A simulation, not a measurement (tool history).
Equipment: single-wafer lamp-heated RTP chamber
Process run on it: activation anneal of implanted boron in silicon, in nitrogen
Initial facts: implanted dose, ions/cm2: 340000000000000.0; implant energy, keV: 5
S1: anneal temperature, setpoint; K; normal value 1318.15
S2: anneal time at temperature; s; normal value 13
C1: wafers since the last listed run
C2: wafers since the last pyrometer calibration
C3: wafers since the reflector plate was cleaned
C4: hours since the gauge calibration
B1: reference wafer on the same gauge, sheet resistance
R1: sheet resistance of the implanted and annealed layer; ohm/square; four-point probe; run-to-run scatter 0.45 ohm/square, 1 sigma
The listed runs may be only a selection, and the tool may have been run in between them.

{"run": 1, "hour": 0.0, "S1": 1318.15, "S2": 13, "C1": 0, "C2": 1236, "C3": 5900, "C4": 787.6, "B1": 332.45, "R1": 299.94}
{"run": 2, "hour": 33.3, "S1": 1318.15, "S2": 13, "C1": 580, "C2": 1817, "C3": 6480, "C4": 820.9, "B1": 332.06, "R1": 299.86}
{"run": 3, "hour": 51.7, "S1": 1318.15, "S2": 13, "C1": 320, "C2": 2138, "C3": 6801, "C4": 839.3, "B1": 331.9, "R1": 299.74}
{"run": 4, "hour": 79.0, "S1": 1318.15, "S2": 13, "C1": 476, "C2": 2614, "C3": 7277, "C4": 866.6, "B1": 331.76, "R1": 298.69}
{"run": 5, "hour": 100.2, "S1": 1318.15, "S2": 13, "C1": 369, "C2": 2983, "C3": 7647, "C4": 887.8, "B1": 331.52, "R1": 299.07}
{"run": 6, "hour": 134.2, "S1": 1318.15, "S2": 13, "C1": 592, "C2": 3576, "C3": 8240, "C4": 921.8, "B1": 331.47, "R1": 299.13}
{"hour": 146.2, "done": "pyrometer window cleaned and pyrometer calibrated"}
{"hour": 181.5, "done": "reflector plate cleaned"}
{"run": 7, "hour": 236.6, "S1": 1318.15, "S2": 13, "C1": 1506, "C2": 1437, "C3": 960, "C4": 1024.2, "B1": 330.64, "R1": 298.43}
{"run": 8, "hour": 261.5, "S1": 1318.15, "S2": 7, "C1": 434, "C2": 1871, "C3": 1394, "C4": 1049.1, "B1": 330.56, "R1": 300.37}
{"run": 9, "hour": 273.7, "S1": 1318.15, "S2": 7, "C1": 212, "C2": 2084, "C3": 1606, "C4": 1061.3, "B1": 330.44, "R1": 300.18}
{"run": 10, "hour": 298.7, "S1": 1297.15, "S2": 15, "C1": 435, "C2": 2520, "C3": 2042, "C4": 1086.3, "B1": 330.32, "R1": 299.7}
{"run": 11, "hour": 334.1, "S1": 1297.15, "S2": 15, "C1": 617, "C2": 3137, "C3": 2660, "C4": 1121.7, "B1": 329.78, "R1": 299.57}
{"run": 12, "hour": 365.8, "S1": 1318.15, "S2": 13, "C1": 552, "C2": 3690, "C3": 3212, "C4": 1153.4, "B1": 329.7, "R1": 297.52}
{"run": 13, "hour": 390.8, "S1": 1318.15, "S2": 13, "C1": 435, "C2": 4126, "C3": 3648, "C4": 1178.4, "B1": 329.61, "R1": 297.69}
{"hour": 413.1, "done": "pyrometer window cleaned and pyrometer calibrated"}
{"run": 14, "hour": 425.9, "S1": 1298.15, "S2": 7, "C1": 472, "C2": 223, "C3": 4121, "C4": 1213.5, "B1": 329.25, "R1": 300.88}
{"run": 15, "hour": 444.2, "S1": 1337.15, "S2": 8, "C1": 319, "C2": 542, "C3": 4440, "C4": 1231.8, "B1": 329.02, "R1": 297.48}
{"run": 16, "hour": 473.2, "S1": 1318.15, "S2": 13, "C1": 505, "C2": 1048, "C3": 4946, "C4": 1260.8, "B1": 328.5, "R1": 295.47}
{"run": 17, "hour": 501.9, "S1": 1318.15, "S2": 13, "C1": 500, "C2": 1548, "C3": 5446, "C4": 1289.5, "B1": 328.4, "R1": 296.31}
{"run": 18, "hour": 517.3, "S1": 1318.15, "S2": 13, "C1": 268, "C2": 1817, "C3": 5715, "C4": 1304.9, "B1": 328.13, "R1": 296.64}
{"run": 19, "hour": 538.0, "S1": 1329.15, "S2": 10, "C1": 360, "C2": 2178, "C3": 6076, "C4": 1325.6, "B1": 328.19, "R1": 296.37}
{"hour": 550.5, "done": "gauge calibrated"}
{"run": 20, "hour": 562.7, "S1": 1298.15, "S2": 7, "C1": 430, "C2": 2609, "C3": 6506, "C4": 12.2, "B1": 336.01, "R1": 307.77}
{"run": 21, "hour": 583.0, "S1": 1295.15, "S2": 7, "C1": 353, "C2": 2962, "C3": 6860, "C4": 32.5, "B1": 336.0, "R1": 308.06}
{"run": 22, "hour": 621.4, "S1": 1346.15, "S2": 16, "C1": 669, "C2": 3632, "C3": 7530, "C4": 70.9, "B1": 335.71, "R1": 298.9}
{"hour": 649.6, "done": "pyrometer window cleaned and pyrometer calibrated"}
{"run": 23, "hour": 650.1, "S1": 1292.15, "S2": 11, "C1": 360, "C2": 9, "C3": 7891, "C4": 99.6, "B1": 335.82, "R1": 306.38}
{"run": 24, "hour": 663.6, "S1": 1318.15, "S2": 6, "C1": 235, "C2": 244, "C3": 8126, "C4": 113.1, "B1": 335.85, "R1": 306.52}
{"run": 25, "hour": 686.3, "S1": 1338.15, "S2": 17, "C1": 395, "C2": 640, "C3": 8522, "C4": 135.8, "B1": 335.69, "R1": 299.14}
{"hour": 713.1, "done": "reflector plate cleaned"}
{"run": 26, "hour": 713.6, "S1": 1304.15, "S2": 18, "C1": 336, "C2": 977, "C3": 8, "C4": 163.1, "B1": 335.72, "R1": 302.6}
{"run": 27, "hour": 746.6, "S1": 1339.15, "S2": 16, "C1": 575, "C2": 1552, "C3": 583, "C4": 196.1, "B1": 335.9, "R1": 299.19}
{"run": 28, "hour": 775.3, "S1": 1299.15, "S2": 7, "C1": 500, "C2": 2053, "C3": 1084, "C4": 224.8, "B1": 335.51, "R1": 306.62}
{"run": 29, "hour": 788.3, "S1": 1318.15, "S2": 13, "C1": 226, "C2": 2279, "C3": 1310, "C4": 237.8, "B1": 335.81, "R1": 302.04}
{"run": 30, "hour": 806.8, "S1": 1339.15, "S2": 13, "C1": 322, "C2": 2602, "C3": 1633, "C4": 256.3, "B1": 335.55, "R1": 300.95}
{"run": 31, "hour": 822.4, "S1": 1345.15, "S2": 18, "C1": 272, "C2": 2874, "C3": 1905, "C4": 271.9, "B1": 335.67, "R1": 297.35}
{"run": 32, "hour": 855.3, "S1": 1345.15, "S2": 20, "C1": 573, "C2": 3448, "C3": 2479, "C4": 304.8, "B1": 335.61, "R1": 296.19}
{"run": 33, "hour": 877.6, "S1": 1318.15, "S2": 13, "C1": 388, "C2": 3836, "C3": 2868, "C4": 327.1, "B1": 335.37, "R1": 302.7}
{"hour": 886.2, "done": "pyrometer window cleaned and pyrometer calibrated"}
{"run": 34, "hour": 892.1, "S1": 1318.15, "S2": 13, "C1": 113, "C2": 102, "C3": 2981, "C4": 341.6, "B1": 335.36, "R1": 302.18}
{"run": 35, "hour": 905.1, "S1": 1303.15, "S2": 13, "C1": 226, "C2": 329, "C3": 3208, "C4": 354.6, "B1": 335.4, "R1": 305.03}
{"run": 36, "hour": 940.9, "S1": 1318.15, "S2": 13, "C1": 624, "C2": 953, "C3": 3832, "C4": 390.4, "B1": 335.32, "R1": 301.95}
{"run": 37, "hour": 959.3, "S1": 1318.15, "S2": 13, "C1": 320, "C2": 1274, "C3": 4153, "C4": 408.8, "B1": 335.19, "R1": 302.55}

Pick out some run-to-run changes in R1. Of each, how much would a tool without hidden state show as well, from the settings, what came in and chance, and how much is left for the hidden state and any gauge scatter not in both results compared?
Unlogged tool condition in this case: true wafer temperature minus pyrometer reading, K; wafer temperature error from the tarnished reflector plate, K; gauge reads high (%).
Run 6 -> 7: pyrometer window cleaned and pyrometer calibrated, reflector plate cleaned. R1 -0.70 ohm/square: hidden state -0.69, all else -0.01.
Run 13 -> 14: S1 1318.15 -> 1298.15, S2 13 -> 7, pyrometer window cleaned and pyrometer calibrated. R1 +3.19 ohm/square: hidden state -0.34, all else +3.53.
Run 19 -> 20: S1 1329.15 -> 1298.15, S2 10 -> 7, gauge calibrated. R1 +11.40 ohm/square: hidden state +7.14, all else +4.26.
Run 21 -> 22: S1 1295.15 -> 1346.15, S2 7 -> 16. R1 -9.16 ohm/square: hidden state -0.04, all else -9.12.
Run 22 -> 23: S1 1346.15 -> 1292.15, S2 16 -> 11, pyrometer window cleaned and pyrometer calibrated. R1 +7.48 ohm/square: hidden state +0.00, all else +7.48.

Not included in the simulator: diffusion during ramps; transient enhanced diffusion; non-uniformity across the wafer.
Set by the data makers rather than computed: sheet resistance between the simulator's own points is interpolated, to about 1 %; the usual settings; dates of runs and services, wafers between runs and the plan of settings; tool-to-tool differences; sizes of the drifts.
